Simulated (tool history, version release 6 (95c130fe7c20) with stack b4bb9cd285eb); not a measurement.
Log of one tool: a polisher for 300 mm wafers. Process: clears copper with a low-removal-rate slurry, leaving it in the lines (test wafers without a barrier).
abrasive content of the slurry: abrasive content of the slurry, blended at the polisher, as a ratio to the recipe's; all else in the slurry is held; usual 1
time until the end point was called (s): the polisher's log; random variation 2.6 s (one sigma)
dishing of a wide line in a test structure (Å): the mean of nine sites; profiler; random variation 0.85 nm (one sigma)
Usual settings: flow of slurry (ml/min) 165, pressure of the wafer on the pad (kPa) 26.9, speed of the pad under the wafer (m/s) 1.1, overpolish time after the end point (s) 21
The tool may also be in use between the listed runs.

run,hour,flow of slurry (ml/min),pressure of the wafer on the pad (kPa),speed of the pad under the wafer (m/s),abrasive content of the slurry,overpolish time after the end point (s),wafers since the last listed run,wafers polished on this pad,hours since the slurry nozzle was cleaned,hours since the head pressure was calibrated,hours since the slurry blender was calibrated,"incoming thickness of the incoming film, nm",time until the end point was called (s),dishing of a wide line in a test structure (Å)
1,0,165,26.9,1.1,1,21,0,449,291.3,916.7,166.2,522.1,146,529
2,23.5,165,26.9,1.1,1,21,204,653,314.8,940.2,189.7,519.2,148,529
3,56.1,165,26.9,1.1,1,21,283,936,347.4,972.8,222.3,524.3,147.3,525
# hour 65.1: slurry blender recalibrated
4,88,165,26.9,1.1,1,21,259,1196,379.3,1004.7,22.9,529.4,157.8,498
5,121.8,165,26.9,1.1,1,21,293,1490,413.1,1038.5,56.7,528.8,162.9,482
6,139.5,165,26.9,1.1,0.9,24,153,1643,430.8,1056.2,74.4,514.8,163.1,528
# hour 162.9: worn pad replaced by a new one
# hour 191.8: head pressure recalibrated
# hour 203.6: slurry blender recalibrated, repeated, since the last time left the tool worse
7,240.2,190,26.9,1.1,1,21,805,636,531.5,48.4,36.6,516.8,134.5,550
# hour 254.8: slurry nozzle cleaned
8,274.2,190,26.9,1.1,1,21,286,923,19.4,82.4,70.6,528.4,138.4,539
9,292,190,26.9,1.1,1,21,154,1077,37.2,100.2,88.4,520.6,140.5,543
10,306.8,165,26.9,1.1,1,25,128,1206,52,115,103.2,534.8,143.1,594
# hour 340.8: worn pad replaced by a new one
11,341.1,105,26.9,0.94,1,8,263,2,86.3,149.3,137.5,521.1,186,190
12,366.7,165,26.9,1.1,1.1,21,222,225,111.9,174.9,163.1,519.8,141.1,530
13,394.1,165,26.9,0.74,1,21,237,463,139.3,202.3,190.5,526.8,216.1,394
14,417.9,200,26.9,1.1,1,21,206,669,163.1,226.1,214.3,520.7,143.2,536
# hour 453.5: slurry blender recalibrated
15,454,130,26.9,1.24,0.8,10,296,965,199.2,262.2,0.5,525.8,138,310
16,521.3,165,26.9,1.1,1,14,584,1550,266.5,329.5,67.8,524.4,141.1,399
# hour 550.7: worn pad replaced by a new one
17,551.2,165,26.9,0.84,1,31,224,3,296.4,359.4,97.7,525.4,182.9,592
18,574.6,165,26.9,1.1,1,21,203,207,319.8,382.8,121.1,533.9,145.1,538
19,607.3,200,21.4,1.1,1,9,283,491,352.5,415.5,153.8,523.6,157.7,245
20,620.6,165,35.9,1.1,1,21,115,606,365.8,428.8,167.1,531.7,116.8,609
21,652.8,165,26.9,1.1,1.25,12,279,886,398,461,199.3,526.2,143.1,353
# hour 659.7: slurry blender recalibrated
22,678,165,26.9,1.1,1,21,201,1087,423.2,486.2,18.3,521.4,138.7,534
23,696.8,165,26.9,1.1,1,21,163,1251,442,505,37.1,526.6,141.3,535
24,709.5,210,26.9,1.1,1,21,110,1361,454.7,517.7,49.8,532,139.6,558
# hour 728.4: worn pad replaced by a new one
25,728.9,165,26.9,1.1,1.2,15,133,4,474.1,537.1,69.2,533.5,133.7,442
26,738.3,165,23.4,1.4,1.3,9,81,85,483.5,546.5,78.6,522.9,110,328
# hour 749: slurry nozzle cleaned
27,760.2,165,26.9,1.1,1,21,181,267,11.2,568.4,100.5,528.5,142,532
28,787.6,165,26.9,1.1,1,21,237,505,38.6,595.8,127.9,520,139.3,542

Some steps in time until the end point was called (s) between neighbouring runs. How much of each would the tool show without its hidden state too (settings, what came in, random variation), and how much is left for the hidden state, with any gauge scatter that isn't in both results?
The hidden state here: removal rate lost through wear of the pad, %; slurry flow missing at the pad, %; deviation of the head's pressure from its setpoint, %; abrasive missing from the slurry, %.
Run 3 -> 4: slurry blender recalibrated. time until the end point was called (s) +10.5: hidden state +11.1, all else -0.6.
Run 6 -> 7: flow of slurry (ml/min) 165 -> 190, abrasive content of the slurry 0.9 -> 1, overpolish time after the end point (s) 24 -> 21, worn pad replaced by a new one, head pressure recalibrated, slurry blender recalibrated, repeated, since the last time left the tool worse. time until the end point was called (s) -28.6: hidden state -21.3, all else -7.3.
Run 12 -> 13: speed of the pad under the wafer (m/s) 1.1 -> 0.74, abrasive content of the slurry 1.1 -> 1. time until the end point was called (s) +75: hidden state +4.4, all else +70.6.
Run 13 -> 14: flow of slurry (ml/min) 165 -> 200, speed of the pad under the wafer (m/s) 0.74 -> 1.1. time until the end point was called (s) -72.9: hidden state -2.5, all else -70.4.
